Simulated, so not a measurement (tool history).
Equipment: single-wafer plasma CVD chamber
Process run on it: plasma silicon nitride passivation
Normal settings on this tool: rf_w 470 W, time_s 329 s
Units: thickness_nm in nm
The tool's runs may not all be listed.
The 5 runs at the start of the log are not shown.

run     day  rf_w  time_s  read-back reference wafer on the same gauge, thickness_nm  thickness_nm
  6   2.358   500     347                                                    446.878       516.517
  7   2.846   500     347                                                    447.033       516.260
  8   3.200   500     347                                                    447.178       516.289
  9   3.846   470     329                                                    446.992       476.473
 10   4.525   470     329                                                    446.885       476.193
 11   4.850   410     342                                                    447.017       466.691
 12   5.421   410     342                                                    446.920       468.188
 13   6.175   410     342                                                    447.006       467.061
 14   6.488   415     355                                                    447.016       487.130
 15   6.754   415     355                                                    446.739       488.324
 16   7.283   415     355                                                    446.979       487.174
 17   7.883   470     329                                                    447.004       474.970
 18   8.333   410     342                                                    447.077       466.406
      8.729  -- RF generator calibrated
 19   8.750   470     329                                                    447.146       495.404
 20   9.129   470     329                                                    446.988       493.922
 21   9.538   430     299                                                    447.138       434.046
      9.796  -- gauge calibrated
 22   9.925   415     387                                                    446.997       553.202
 23  10.446   470     329                                                    446.978       495.272
 24  10.708   405     373                                                    447.106       528.490
     11.508  -- showerhead replaced
 25  11.529   545     282                                                    447.051       450.760
 26  12.358   545     329                                                    447.066       524.484
 27  12.979   545     349                                                    446.739       555.160
 28  13.571   410     376                                                    447.073       534.482
 29  13.942   470     329                                                    446.900       494.818
 30  14.633   395     297                                                    447.023       415.705

For run 31, what comes out?
 31  15.279   515     329                                                          ?             ?

Logged for run 31: read-back reference wafer on the same gauge, thickness_nm 447.180, thickness_nm 513.539 nm.
Without the tool's hidden state the same run would have given thickness_nm 515.944 nm.
